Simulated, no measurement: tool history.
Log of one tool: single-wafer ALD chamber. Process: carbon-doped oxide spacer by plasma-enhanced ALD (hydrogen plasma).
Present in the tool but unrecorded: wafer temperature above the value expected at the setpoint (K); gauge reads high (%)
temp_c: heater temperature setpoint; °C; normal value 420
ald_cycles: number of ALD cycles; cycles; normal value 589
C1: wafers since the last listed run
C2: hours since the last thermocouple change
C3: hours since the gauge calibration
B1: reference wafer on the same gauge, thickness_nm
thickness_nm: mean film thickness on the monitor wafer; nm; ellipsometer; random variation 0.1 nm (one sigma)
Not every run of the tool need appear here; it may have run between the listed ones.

Run 1, hour 0.0: usual settings; C1 0; C2 1112.0; C3 2712.2; B1 30.607. Result: thickness_nm 32.682 nm.
Run 2, hour 46.0: usual settings; C1 34; C2 1158.0; C3 2758.2; B1 30.599. Result: thickness_nm 32.450 nm.
Run 3, hour 100.8: usual settings; C1 41; C2 1212.8; C3 2813.0; B1 30.651. Result: thickness_nm 32.512 nm.
Run 4, hour 201.3: usual settings; C1 76; C2 1313.3; C3 2913.5; B1 30.587. Result: thickness_nm 32.434 nm.
Run 5, hour 296.7: usual settings but temp_c 432 °C; C1 72; C2 1408.7; C3 3008.9; B1 30.624. Result: thickness_nm 30.981 nm.
Run 6, hour 355.3: usual settings but temp_c 432 °C; C1 44; C2 1467.3; C3 3067.5; B1 30.598. Result: thickness_nm 30.996 nm.
Run 7, hour 397.9: usual settings but temp_c 432 °C; C1 32; C2 1509.9; C3 3110.1; B1 30.610. Result: thickness_nm 31.003 nm.
Run 8, hour 521.0: usual settings; C1 93; C2 1633.0; C3 3233.2; B1 30.614. Result: thickness_nm 32.180 nm.
Run 9, hour 624.0: usual settings; C1 78; C2 1736.0; C3 3336.2; B1 30.629. Result: thickness_nm 32.426 nm.
Run 10, hour 803.1: usual settings but ald_cycles 537 cycles; C1 135; C2 1915.1; C3 3515.3; B1 30.599. Result: thickness_nm 29.619 nm.
Run 11, hour 889.7: usual settings but ald_cycles 537 cycles; C1 65; C2 2001.7; C3 3601.9; B1 30.617. Result: thickness_nm 29.510 nm.
Run 12, hour 941.8: usual settings but temp_c 428 °C; C1 39; C2 2053.8; C3 3654.0; B1 30.584. Result: thickness_nm 31.440 nm.
At hour 1010.6: gauge calibrated.
Run 13, hour 1037.6: usual settings; C1 72; C2 2149.6; C3 27.0; B1 30.603. Result: thickness_nm 32.360 nm.
Run 14, hour 1141.6: usual settings; C1 78; C2 2253.6; C3 131.0; B1 30.605. Result: thickness_nm 32.214 nm.
Run 15, hour 1197.2: usual settings; C1 42; C2 2309.2; C3 186.6; B1 30.575. Result: thickness_nm 32.380 nm.
Run 16, hour 1265.9: usual settings; C1 52; C2 2377.9; C3 255.3; B1 30.628. Result: thickness_nm 32.394 nm.
At hour 1277.7: thermocouple changed; heater temperature recalibrated.
Run 17, hour 1366.2: usual settings; C1 70; C2 88.5; C3 355.6; B1 30.620. Result: thickness_nm 33.077 nm.
Run 18, hour 1445.7: usual settings; C1 60; C2 168.0; C3 435.1; B1 30.611. Result: thickness_nm 33.113 nm.
Run 19, hour 1546.1: usual settings; C1 76; C2 268.4; C3 535.5; B1 30.604. Result: thickness_nm 33.184 nm.
Run 20, hour 1590.9: usual settings; C1 34; C2 313.2; C3 580.3; B1 30.584. Result: thickness_nm 32.995 nm.
Run 21, hour 1664.5: usual settings but ald_cycles 665 cycles; C1 55; C2 386.8; C3 653.9; B1 30.634. Result: thickness_nm 37.258 nm.
Run 22, hour 1766.0: usual settings but temp_c 428 °C, ald_cycles 524 cycles; C1 77; C2 488.3; C3 755.4; B1 30.584. Result: thickness_nm 28.279 nm.
Run 23, hour 1835.1: usual settings but temp_c 416 °C, ald_cycles 478 cycles; C1 52; C2 557.4; C3 824.5; B1 30.588. Result: thickness_nm 27.072 nm.
Run 24, hour 1880.2: usual settings; C1 34; C2 602.5; C3 869.6; B1 30.604. Result: thickness_nm 32.800 nm.
Run 25, hour 1931.7: usual settings but temp_c 413 °C; C1 39; C2 654.0; C3 921.1; B1 30.621. Result: thickness_nm 33.610 nm.
Run 26, hour 2031.9: usual settings; C1 76; C2 754.2; C3 1021.3; B1 30.595. Result: thickness_nm 32.746 nm.
Run 27, hour 2127.8: usual settings but ald_cycles 663 cycles; C1 72; C2 850.1; C3 1117.2; B1 30.608. Result: thickness_nm 36.972 nm.
Run 28, hour 2176.6: usual settings but temp_c 425 °C, ald_cycles 673 cycles; C1 37; C2 898.9; C3 1166.0; B1 30.608. Result: thickness_nm 36.671 nm.
Run 29, hour 2277.2: usual settings; C1 76; C2 999.5; C3 1266.6; B1 30.579. Result: thickness_nm 32.683 nm.
Run 30, hour 2363.8: usual settings but ald_cycles 698 cycles; C1 65; C2 1086.1; C3 1353.2; B1 30.574. Result: thickness_nm 38.683 nm.
Run 31, hour 2449.3: usual settings but temp_c 408 °C, ald_cycles 640 cycles; C1 64; C2 1171.6; C3 1438.7; B1 30.610. Result: thickness_nm 37.084 nm.
Run 32, hour 2527.1: usual settings; C1 59; C2 1249.4; C3 1516.5; B1 30.602. Result: thickness_nm 32.605 nm.
Run 33, hour 2614.4: usual settings but temp_c 425 °C, ald_cycles 484 cycles; C1 66; C2 1336.7; C3 1603.8; B1 30.626. Result: thickness_nm 26.405 nm.
Run 34, hour 2663.1: usual settings but temp_c 408 °C; C1 36; C2 1385.4; C3 1652.5; B1 30.562. Result: thickness_nm 34.013 nm.
Run 35, hour 2735.4: usual settings; C1 54; C2 1457.7; C3 1724.8; B1 30.583. Result: thickness_nm 32.650 nm.
Run 36, hour 2840.9: usual settings but ald_cycles 675 cycles; C1 80; C2 1563.2; C3 1830.3; B1 30.594. Result: thickness_nm 37.423 nm.
Run 37, hour 2936.7: usual settings but ald_cycles 695 cycles; C1 72; C2 1659.0; C3 1926.1; B1 30.627. Result: thickness_nm 38.463 nm.
Run 38, hour 3032.3: usual settings but temp_c 408 °C, ald_cycles 687 cycles; C1 72; C2 1754.6; C3 2021.7; B1 30.614. Result: thickness_nm 39.710 nm.
Run 39, hour 3105.2: usual settings but temp_c 427 °C, ald_cycles 556 cycles; C1 55; C2 1827.5; C3 2094.6; B1 30.599. Result: thickness_nm 30.112 nm.
Run 40, hour 3172.7: usual settings but temp_c 411 °C, ald_cycles 705 cycles; C1 51; C2 1895.0; C3 2162.1; B1 30.611. Result: thickness_nm 40.263 nm.
Run 41, hour 3240.1: usual settings; C1 51; C2 1962.4; C3 2229.5; B1 30.599. Result: thickness_nm 32.524 nm.
Run 42, hour 3329.5: usual settings; C1 67; C2 2051.8; C3 2318.9; B1 30.614. Result: thickness_nm 32.554 nm.
Run 43, hour 3365.9: usual settings but temp_c 428 °C, ald_cycles 525 cycles; C1 27; C2 2088.2; C3 2355.3; B1 30.604. Result: thickness_nm 28.037 nm.
Run 44, hour 3472.2: usual settings but temp_c 424 °C, ald_cycles 503 cycles; C1 80; C2 2194.5; C3 2461.6; B1 30.596. Result: thickness_nm 27.451 nm.
Run 45, hour 3512.7: usual settings but ald_cycles 520 cycles; C1 30; C2 2235.0; C3 2502.1; B1 30.619. Result: thickness_nm 28.600 nm.

Describe how what the log doesn't record of the tool's condition differs between the last listed run preceding each entry between runs and the first listed run following it.
Logged between run 12 and run 13: gauge calibrated (hour 1010.6)
  wafer temperature above the value expected at the setpoint (K): 7.27 -> 7.34
  measured result minus the result with no hidden state, thickness_nm: -0.881 -> -0.888 nm
Logged between run 16 and run 17: thermocouple changed; heater temperature recalibrated (hour 1277.7)
  wafer temperature above the value expected at the setpoint (K): 7.47 -> 0.927
  measured result minus the result with no hidden state, thickness_nm: -0.905 -> -0.112 nm
